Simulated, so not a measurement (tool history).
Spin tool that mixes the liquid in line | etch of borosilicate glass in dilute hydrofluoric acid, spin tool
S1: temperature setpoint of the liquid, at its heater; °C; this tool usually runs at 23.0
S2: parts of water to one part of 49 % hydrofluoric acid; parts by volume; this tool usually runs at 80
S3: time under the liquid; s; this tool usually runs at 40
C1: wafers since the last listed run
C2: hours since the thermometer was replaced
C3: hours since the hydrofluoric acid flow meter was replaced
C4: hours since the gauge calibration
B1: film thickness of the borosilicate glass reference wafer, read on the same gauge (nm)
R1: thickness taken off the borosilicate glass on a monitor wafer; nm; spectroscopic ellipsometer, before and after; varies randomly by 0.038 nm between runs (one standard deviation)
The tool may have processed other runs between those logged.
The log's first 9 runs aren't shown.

run	hour	S1	S2	S3	C1	C2	C3	C4	B1	R1
# hour 809.8: hydrofluoric acid flow meter replaced
10	842.3	23.0	80	40	612	941.9	32.5	994.8	150.03	10.02
11	944.0	23.0	80	40	996	1043.6	134.2	1096.5	150.00	10.10
12	986.7	23.0	80	40	418	1086.3	176.9	1139.2	149.99	10.11
13	1025.7	23.0	80	40	382	1125.3	215.9	1178.2	149.97	10.17
14	1089.4	23.0	80	40	624	1189.0	279.6	1241.9	149.98	10.09
15	1138.9	23.0	80	40	485	1238.5	329.1	1291.4	150.00	10.23
16	1191.8	28.0	60	60	518	1291.4	382.0	1344.3	149.96	25.66
17	1232.9	26.5	80	60	402	1332.5	423.1	1385.4	149.99	17.76
18	1329.6	24.5	70	40	947	1429.2	519.8	1482.1	150.02	12.64
19	1374.1	23.0	80	40	436	1473.7	564.3	1526.6	149.98	10.35
# hour 1379.9: gauge calibrated
# hour 1403.8: hydrofluoric acid flow meter replaced
20	1420.2	23.0	80	40	441	1519.8	16.4	40.3	149.99	9.91
# hour 1423.9: thermometer replaced
21	1509.3	23.0	80	40	863	85.4	105.5	129.4	150.01	10.26
22	1580.2	27.5	95	65	694	156.3	176.4	200.3	150.02	16.54
23	1672.6	23.0	80	20	905	248.7	268.8	292.7	149.96	5.21
24	1907.2	18.5	55	40	2298	483.3	503.4	527.3	150.00	12.91
# hour 1989.2: hydrofluoric acid flow meter replaced
25	2000.3	26.0	115	60	902	576.4	11.1	620.4	150.00	11.35
26	2042.8	20.0	80	55	416	618.9	53.6	662.9	150.01	12.21
27	2131.7	23.0	80	40	871	707.8	142.5	751.8	150.04	10.19
28	2186.0	23.0	55	20	532	762.1	196.8	806.1	149.99	7.63

Estimate the outcome of run 29 from the log above:
29	2250.5	23.0	80	40	632	826.6	261.3	870.6	?	?

Run 29 measured B1 150.02, R1 10.27 nm.
With the hidden condition absent and the run-to-run variation left alone, this run would have shown R1 10.25 nm.

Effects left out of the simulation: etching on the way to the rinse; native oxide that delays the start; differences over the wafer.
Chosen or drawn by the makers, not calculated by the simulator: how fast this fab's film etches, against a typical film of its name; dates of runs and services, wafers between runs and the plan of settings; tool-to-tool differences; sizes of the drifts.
